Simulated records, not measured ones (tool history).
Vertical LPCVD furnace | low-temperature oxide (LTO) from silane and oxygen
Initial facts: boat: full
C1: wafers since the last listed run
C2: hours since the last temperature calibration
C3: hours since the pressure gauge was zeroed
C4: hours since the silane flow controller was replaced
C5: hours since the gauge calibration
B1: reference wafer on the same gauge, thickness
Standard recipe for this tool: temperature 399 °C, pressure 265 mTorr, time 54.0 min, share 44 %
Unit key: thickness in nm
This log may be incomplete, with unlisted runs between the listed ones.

run 1 hour=0.0 | temperature=399 pressure=265 time=54.0 share=44 | C1=0 C2=4724.9 C3=1663.2 C4=2043.1 C5=734.0 | B1=641.94 | thickness=685.67
run 2 hour=33.7 | temperature=399 pressure=265 time=54.0 share=44 | C1=366 C2=4758.6 C3=1696.9 C4=2076.8 C5=767.7 | B1=642.18 | thickness=685.32
-- hour=60.2 gauge calibrated
run 3 hour=68.3 | temperature=399 pressure=265 time=54.0 share=44 | C1=375 C2=4793.2 C3=1731.5 C4=2111.4 C5=8.1 | B1=641.27 | thickness=683.18
run 4 hour=91.0 | temperature=399 pressure=265 time=54.0 share=44 | C1=246 C2=4815.9 C3=1754.2 C4=2134.1 C5=30.8 | B1=642.08 | thickness=683.41
run 5 hour=122.8 | temperature=399 pressure=265 time=54.0 share=44 | C1=345 C2=4847.7 C3=1786.0 C4=2165.9 C5=62.6 | B1=642.44 | thickness=687.99
run 6 hour=145.1 | temperature=399 pressure=265 time=54.0 share=44 | C1=242 C2=4870.0 C3=1808.3 C4=2188.2 C5=84.9 | B1=642.37 | thickness=688.14
run 7 hour=176.2 | temperature=399 pressure=265 time=54.0 share=44 | C1=337 C2=4901.1 C3=1839.4 C4=2219.3 C5=116.0 | B1=641.96 | thickness=688.93
run 8 hour=194.6 | temperature=399 pressure=265 time=54.0 share=44 | C1=199 C2=4919.5 C3=1857.8 C4=2237.7 C5=134.4 | B1=641.93 | thickness=688.64
run 9 hour=207.6 | temperature=399 pressure=265 time=54.0 share=44 | C1=141 C2=4932.5 C3=1870.8 C4=2250.7 C5=147.4 | B1=642.68 | thickness=686.09
run 10 hour=223.9 | temperature=399 pressure=320 time=62.0 share=44 | C1=177 C2=4948.8 C3=1887.1 C4=2267.0 C5=163.7 | B1=641.83 | thickness=946.88
run 11 hour=248.8 | temperature=388 pressure=305 time=54.0 share=40 | C1=270 C2=4973.7 C3=1912.0 C4=2291.9 C5=188.6 | B1=642.45 | thickness=630.44
run 12 hour=269.9 | temperature=396 pressure=295 time=38.0 share=40 | C1=229 C2=4994.8 C3=1933.1 C4=2313.0 C5=209.7 | B1=641.54 | thickness=469.42
run 13 hour=305.0 | temperature=399 pressure=265 time=54.0 share=44 | C1=381 C2=5029.9 C3=1968.2 C4=2348.1 C5=244.8 | B1=641.04 | thickness=688.61
-- hour=335.5 thermocouples replaced and temperature profile calibrated
run 14 hour=336.3 | temperature=405 pressure=265 time=54.0 share=44 | C1=79 C2=0.8 C3=1999.5 C4=2379.4 C5=276.1 | B1=641.94 | thickness=736.18
run 15 hour=351.0 | temperature=399 pressure=265 time=54.0 share=44 | C1=159 C2=15.5 C3=2014.2 C4=2394.1 C5=290.8 | B1=641.73 | thickness=691.30
-- hour=380.5 silane flow controller replaced
run 16 hour=381.0 | temperature=399 pressure=265 time=54.0 share=44 | C1=65 C2=45.5 C3=2044.2 C4=0.5 C5=320.8 | B1=641.56 | thickness=668.25
run 17 hour=387.8 | temperature=399 pressure=265 time=54.0 share=47 | C1=73 C2=52.3 C3=2051.0 C4=7.3 C5=327.6 | B1=641.57 | thickness=714.01
run 18 hour=421.7 | temperature=399 pressure=265 time=35.5 share=47 | C1=368 C2=86.2 C3=2084.9 C4=41.2 C5=361.5 | B1=641.45 | thickness=472.87
-- hour=466.7 pressure gauge zeroed
run 19 hour=467.2 | temperature=399 pressure=265 time=54.0 share=39 | C1=233 C2=131.7 C3=0.5 C4=86.7 C5=407.0 | B1=641.99 | thickness=569.41
run 20 hour=471.1 | temperature=389 pressure=290 time=54.0 share=44 | C1=42 C2=135.6 C3=4.4 C4=90.6 C5=410.9 | B1=641.51 | thickness=636.99
run 21 hour=500.0 | temperature=388 pressure=300 time=40.5 share=44 | C1=313 C2=164.5 C3=33.3 C4=119.5 C5=439.8 | B1=641.44 | thickness=492.38
run 22 hour=591.3 | temperature=399 pressure=330 time=54.0 share=44 | C1=991 C2=255.8 C3=124.6 C4=210.8 C5=531.1 | B1=642.00 | thickness=815.35
run 23 hour=624.2 | temperature=399 pressure=265 time=54.0 share=44 | C1=357 C2=288.7 C3=157.5 C4=243.7 C5=564.0 | B1=641.84 | thickness=652.64
run 24 hour=638.2 | temperature=399 pressure=265 time=54.0 share=44 | C1=152 C2=302.7 C3=171.5 C4=257.7 C5=578.0 | B1=641.10 | thickness=654.75
run 25 hour=651.9 | temperature=399 pressure=220 time=36.0 share=44 | C1=148 C2=316.4 C3=185.2 C4=271.4 C5=591.7 | B1=642.44 | thickness=364.45
run 26 hour=676.4 | temperature=399 pressure=265 time=54.0 share=44 | C1=266 C2=340.9 C3=209.7 C4=295.9 C5=616.2 | B1=642.11 | thickness=655.45
run 27 hour=708.6 | temperature=399 pressure=265 time=54.0 share=49 | C1=349 C2=373.1 C3=241.9 C4=328.1 C5=648.4 | B1=642.52 | thickness=727.95
run 28 hour=727.8 | temperature=399 pressure=265 time=54.0 share=44 | C1=208 C2=392.3 C3=261.1 C4=347.3 C5=667.6 | B1=640.90 | thickness=658.83
run 29 hour=776.6 | temperature=399 pressure=265 time=54.0 share=44 | C1=530 C2=441.1 C3=309.9 C4=396.1 C5=716.4 | B1=641.84 | thickness=657.19
run 30 hour=798.2 | temperature=388 pressure=265 time=54.0 share=40 | C1=234 C2=462.7 C3=331.5 C4=417.7 C5=738.0 | B1=641.46 | thickness=522.84
run 31 hour=819.2 | temperature=396 pressure=265 time=75.5 share=49 | C1=228 C2=483.7 C3=352.5 C4=438.7 C5=759.0 | B1=641.20 | thickness=986.10

Alternative continuations, all from the tool just after run 31; predict every row:
run A hour=823.2 | temperature=399 pressure=265 time=42.0 share=44 | C1=43 C2=487.7 C3=356.5 C4=442.7 C5=763.0 | B1=? | thickness=?
run B hour=823.2 | temperature=406 pressure=265 time=54.0 share=44 | C1=43 C2=487.7 C3=356.5 C4=442.7 C5=763.0 | B1=? | thickness=?
run C hour=823.2 | temperature=411 pressure=280 time=39.5 share=44 | C1=43 C2=487.7 C3=356.5 C4=442.7 C5=763.0 | B1=? | thickness=?
run D hour=823.2 | temperature=387 pressure=265 time=54.0 share=44 | C1=43 C2=487.7 C3=356.5 C4=442.7 C5=763.0 | B1=? | thickness=?

run=A B1=641.97 thickness=510.08
run=B B1=641.97 thickness=706.10
run=C B1=641.97 thickness=574.26
run=D B1=641.97 thickness=574.96
Without the tool's hidden state the same runs would have given:
run=A thickness=500.57
run=B thickness=693.07
run=C thickness=564.06
run=D thickness=564.05

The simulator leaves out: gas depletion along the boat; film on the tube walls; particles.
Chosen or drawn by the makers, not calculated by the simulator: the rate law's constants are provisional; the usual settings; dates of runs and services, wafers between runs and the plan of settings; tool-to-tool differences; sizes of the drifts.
